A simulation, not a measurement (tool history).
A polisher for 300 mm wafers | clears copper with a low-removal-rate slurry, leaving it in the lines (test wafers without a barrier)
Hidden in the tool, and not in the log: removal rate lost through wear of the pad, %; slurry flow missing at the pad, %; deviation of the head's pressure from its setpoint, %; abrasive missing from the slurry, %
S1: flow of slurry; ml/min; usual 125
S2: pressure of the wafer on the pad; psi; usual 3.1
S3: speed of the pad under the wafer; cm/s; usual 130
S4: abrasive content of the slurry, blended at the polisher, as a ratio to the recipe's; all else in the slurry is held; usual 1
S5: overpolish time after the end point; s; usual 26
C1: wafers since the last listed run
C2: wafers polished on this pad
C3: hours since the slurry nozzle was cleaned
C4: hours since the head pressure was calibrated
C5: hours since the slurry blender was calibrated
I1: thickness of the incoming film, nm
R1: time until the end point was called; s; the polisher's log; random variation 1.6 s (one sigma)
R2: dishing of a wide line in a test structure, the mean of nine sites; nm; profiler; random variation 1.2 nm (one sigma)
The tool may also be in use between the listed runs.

Run 1, hour 0: usual settings; C1 0; C2 104; C3 168; C4 104.5; C5 92.4; I1 447.4. Result: R1 130.2 s, R2 56.1 nm.
Run 2, hour 30.7: usual settings; C1 189; C2 293; C3 198.7; C4 135.2; C5 123.1; I1 458.6. Result: R1 136.6 s, R2 53.6 nm.
Run 3, hour 63.7: usual settings but S2 3.6 psi; C1 203; C2 497; C3 231.7; C4 168.2; C5 156.1; I1 447.5. Result: R1 116.9 s, R2 60.8 nm.
Run 4, hour 105.7: usual settings but S2 3.6 psi; C1 258; C2 756; C3 273.7; C4 210.2; C5 198.1; I1 455.5. Result: R1 121.7 s, R2 58.4 nm.
Run 5, hour 142.3: usual settings but S2 3.6 psi; C1 225; C2 981; C3 310.3; C4 246.8; C5 234.7; I1 448.3. Result: R1 121.9 s, R2 59 nm.
Run 6, hour 197.5: usual settings but S4 0.8; C1 340; C2 1322; C3 365.5; C4 302; C5 289.9; I1 447.6. Result: R1 144.6 s, R2 52 nm.
Run 7, hour 238.8: usual settings but S1 110 ml/min; C1 254; C2 1576; C3 406.8; C4 343.3; C5 331.2; I1 458.1. Result: R1 145.8 s, R2 52.2 nm.
At hour 245.2: worn pad replaced by a new one.
Run 8, hour 284.4: usual settings but S2 2.4 psi, S5 30 s; C1 256; C2 241; C3 452.4; C4 388.9; C5 376.8; I1 455.5. Result: R1 175.8 s, R2 51.5 nm.
At hour 291.1: slurry nozzle cleaned.
At hour 302.5: slurry blender recalibrated.
Run 9, hour 431.2: usual settings but S2 2.4 psi, S5 30 s; C1 886; C2 1128; C3 140.1; C4 535.7; C5 128.7; I1 440.4. Result: R1 177.9 s, R2 47.5 nm.
Run 10, hour 483: usual settings but S2 2.6 psi; C1 319; C2 1447; C3 191.9; C4 587.5; C5 180.5; I1 441.9. Result: R1 158.5 s, R2 47.6 nm.
At hour 525.6: worn pad replaced by a new one.
Run 11, hour 537.2: usual settings but S2 2.6 psi; C1 309; C2 71; C3 246.1; C4 641.7; C5 234.7; I1 456.2. Result: R1 158.7 s, R2 48.5 nm.
At hour 657: slurry blender recalibrated.
Run 12, hour 657.5: usual settings; C1 729; C2 801; C3 366.4; C4 762; C5 0.5; I1 448.9. Result: R1 137.9 s, R2 54.5 nm.
At hour 728.5: slurry nozzle cleaned.
At hour 797.9: head pressure recalibrated.
Run 13, hour 822.6: usual settings but S3 102 cm/s, S4 1.15; C1 999; C2 1800; C3 94.1; C4 24.7; C5 165.6; I1 450.1. Result: R1 162.3 s, R2 48.1 nm.
At hour 833.1: worn pad replaced by a new one.
Run 14, hour 874.9: usual settings; C1 297; C2 257; C3 146.4; C4 77; C5 217.9; I1 448.1. Result: R1 134.7 s, R2 56.4 nm.
Run 15, hour 941.4: usual settings but S3 110 cm/s, S4 1.2, S5 17 s; C1 410; C2 667; C3 212.9; C4 143.5; C5 284.4; I1 454.1. Result: R1 150.1 s, R2 38.9 nm.
At hour 979.9: slurry blender recalibrated.
Run 16, hour 1001.2: usual settings; C1 356; C2 1023; C3 272.7; C4 203.3; C5 21.3; I1 449.6. Result: R1 141 s, R2 53.9 nm.
Run 17, hour 1027.3: usual settings but S3 156 cm/s, S5 12 s; C1 160; C2 1184; C3 298.8; C4 229.4; C5 47.4; I1 453.4. Result: R1 124.6 s, R2 34.5 nm.
At hour 1086: worn pad replaced by a new one.
Run 18, hour 1098.2: usual settings but S1 95 ml/min, S2 3.6 psi, S4 1.2, S5 40 s; C1 412; C2 74; C3 369.7; C4 300.3; C5 118.3; I1 449.9. Result: R1 121.1 s, R2 72.4 nm.
At hour 1125.9: slurry nozzle cleaned.
Run 19, hour 1138.8: usual settings; C1 244; C2 319; C3 12.9; C4 340.9; C5 158.9; I1 444.6. Result: R1 132.9 s, R2 56 nm.
Run 20, hour 1202.4: usual settings; C1 392; C2 711; C3 76.5; C4 404.5; C5 222.5; I1 449.7. Result: R1 139.5 s, R2 53.6 nm.
Run 21, hour 1247.7: usual settings but S1 100 ml/min, S4 1.3; C1 279; C2 990; C3 121.8; C4 449.8; C5 267.8; I1 446.8. Result: R1 144.3 s, R2 52.2 nm.
Run 22, hour 1286.8: usual settings but S1 90 ml/min, S2 4.1 psi, S4 0.9, S5 40 s; C1 241; C2 1231; C3 160.9; C4 488.9; C5 306.9; I1 455.6. Result: R1 121.1 s, R2 75.8 nm.
Run 23, hour 1346.7: usual settings; C1 369; C2 1601; C3 220.8; C4 548.8; C5 366.8; I1 440.9. Result: R1 139.2 s, R2 53.8 nm.
At hour 1382.2: worn pad replaced by a new one.
At hour 1386: slurry blender recalibrated.
Run 24, hour 1388.3: usual settings but S3 176 cm/s; C1 219; C2 24; C3 262.4; C4 590.4; C5 2.3; I1 449.4. Result: R1 104.8 s, R2 64.4 nm.
Run 25, hour 1446.3: usual settings but S4 0.85; C1 357; C2 382; C3 320.4; C4 648.4; C5 60.3; I1 455. Result: R1 142.5 s, R2 52.2 nm.

Some steps in R1 between neighbouring runs. How much of each would the tool show without its hidden state too (settings, what came in, random variation), and how much is left for the hidden state, with any gauge scatter that isn't in both results?
Run 13 -> 14: S3 102 -> 130, S4 1.15 -> 1, worn pad replaced by a new one. R1 -27.6 s: hidden state -8.1, all else -19.5.
Run 23 -> 24: S3 130 -> 176, worn pad replaced by a new one, slurry blender recalibrated. R1 -34.4 s: hidden state -9.5, all else -24.9.
Run 24 -> 25: S3 176 -> 130, S4 1 -> 0.85. R1 +37.7 s: hidden state +4.2, all else +33.5.
